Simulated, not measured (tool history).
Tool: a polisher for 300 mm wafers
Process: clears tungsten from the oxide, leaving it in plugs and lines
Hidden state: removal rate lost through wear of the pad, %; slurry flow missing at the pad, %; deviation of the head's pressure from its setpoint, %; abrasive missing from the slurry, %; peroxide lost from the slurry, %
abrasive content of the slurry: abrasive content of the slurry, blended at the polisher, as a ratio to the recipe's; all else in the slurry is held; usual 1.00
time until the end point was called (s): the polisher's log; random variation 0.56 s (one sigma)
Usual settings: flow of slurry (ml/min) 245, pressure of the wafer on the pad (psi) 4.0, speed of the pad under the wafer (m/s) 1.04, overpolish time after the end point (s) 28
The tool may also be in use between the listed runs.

run	hour	flow of slurry (ml/min)	pressure of the wafer on the pad (psi)	speed of the pad under the wafer (m/s)	abrasive content of the slurry	overpolish time after the end point (s)	wafers since the last listed run	wafers polished on this pad	hours since the slurry nozzle was cleaned	hours since the head pressure was calibrated	hours since the slurry blender was calibrated	hours since the slurry got fresh peroxide	incoming thickness of the incoming film, nm	time until the end point was called (s)
1	0.0	245	4.0	1.04	1.00	28	0	1394	156.9	767.8	160.9	76.1	408.5	67.0
2	24.1	245	4.0	1.04	1.00	28	276	1671	181.0	791.9	185.0	100.2	405.1	66.9
3	57.8	245	4.0	1.04	1.00	28	387	2058	214.7	825.6	218.7	133.9	401.6	67.0
# hour 104.7: worn pad replaced by a new one
# hour 126.8: slurry tank refilled with fresh slurry and peroxide
# hour 200.0: slurry blender recalibrated
4	217.6	245	4.0	1.04	1.00	36	1756	1263	374.5	985.4	17.6	90.8	396.7	65.4
5	263.1	245	4.0	1.04	1.00	36	522	1786	420.0	1030.9	63.1	136.3	411.6	68.3
6	294.1	245	4.0	1.04	1.00	36	356	2142	451.0	1061.9	94.1	167.3	412.0	69.6
# hour 319.5: worn pad replaced by a new one
7	323.0	245	4.0	1.04	1.00	28	286	39	479.9	1090.8	123.0	196.2	406.9	67.0
8	355.6	245	3.2	1.04	1.00	28	374	414	512.5	1123.4	155.6	228.8	407.1	82.7
# hour 379.5: slurry tank refilled with fresh slurry and peroxide
9	412.6	245	3.2	1.04	1.00	28	643	1058	569.5	1180.4	212.6	33.1	399.9	82.6
10	459.5	245	4.0	1.04	1.00	28	539	1597	616.4	1227.3	259.5	80.0	401.2	66.9
# hour 506.2: slurry blender recalibrated
# hour 510.0: worn pad replaced by a new one
11	510.5	245	4.0	1.04	1.00	28	519	6	667.4	1278.3	4.3	131.0	407.8	66.8
12	572.0	245	4.0	1.04	1.00	28	706	713	728.9	1339.8	65.8	192.5	402.1	66.0
# hour 601.4: slurry tank refilled with fresh slurry and peroxide
13	605.4	245	4.0	1.04	1.00	28	372	1085	762.3	1373.2	99.2	4.0	403.4	65.3
# hour 612.0: head pressure recalibrated
# hour 667.4: slurry nozzle cleaned
14	667.7	225	4.0	1.04	0.70	28	681	1767	0.3	55.7	161.5	66.3	400.7	74.3
15	700.3	245	5.0	1.04	1.00	28	374	2141	32.9	88.3	194.1	98.9	413.8	55.8
# hour 728.1: worn pad replaced by a new one
16	731.9	245	4.0	1.04	1.00	39	317	43	64.5	119.9	225.7	130.5	406.1	66.0
17	781.0	245	4.0	1.04	1.00	28	564	607	113.6	169.0	274.8	179.6	396.5	65.8
18	826.2	210	4.0	1.04	1.00	28	519	1127	158.8	214.2	320.0	224.8	410.5	69.0
# hour 855.6: slurry tank refilled with fresh slurry and peroxide
# hour 857.7: slurry blender recalibrated
19	858.2	205	4.4	1.04	0.80	11	333	1460	190.8	246.2	0.5	2.6	403.7	65.6
20	886.6	310	3.6	1.04	1.15	41	326	1786	219.2	274.6	28.9	31.0	406.2	70.8
# hour 938.5: worn pad replaced by a new one
21	951.4	245	3.0	1.04	1.25	28	698	148	284.0	339.4	93.7	95.8	403.3	81.8
22	985.2	245	4.0	1.30	1.00	28	388	537	317.8	373.2	127.5	129.6	399.0	52.1
23	1051.5	245	2.8	1.04	1.25	28	762	1299	384.1	439.5	193.8	195.9	406.4	88.6
24	1086.4	245	4.0	1.04	1.00	28	401	1700	419.0	474.4	228.7	230.8	406.7	67.8
# hour 1108.7: slurry tank refilled with fresh slurry and peroxide
25	1110.4	245	2.6	0.82	1.30	28	264	1964	443.0	498.4	252.7	1.7	409.5	121.3

Forecast each of these 3 alternatives for the next run:
A	1110.9	245	4.0	1.36	1.00	28	5	1970	443.5	498.9	253.2	2.2	406.3	?
B	1110.9	160	5.1	1.04	1.00	28	5	1970	443.5	498.9	253.2	2.2	406.3	?
C	1110.9	180	5.1	1.04	1.00	28	5	1970	443.5	498.9	253.2	2.2	406.3	?

run	time until the end point was called (s)
A	51.7
B	57.4
C	56.2
Without the tool's hidden state the same runs would have given:
run	time until the end point was called (s)
A	50.3
B	55.9
C	54.7
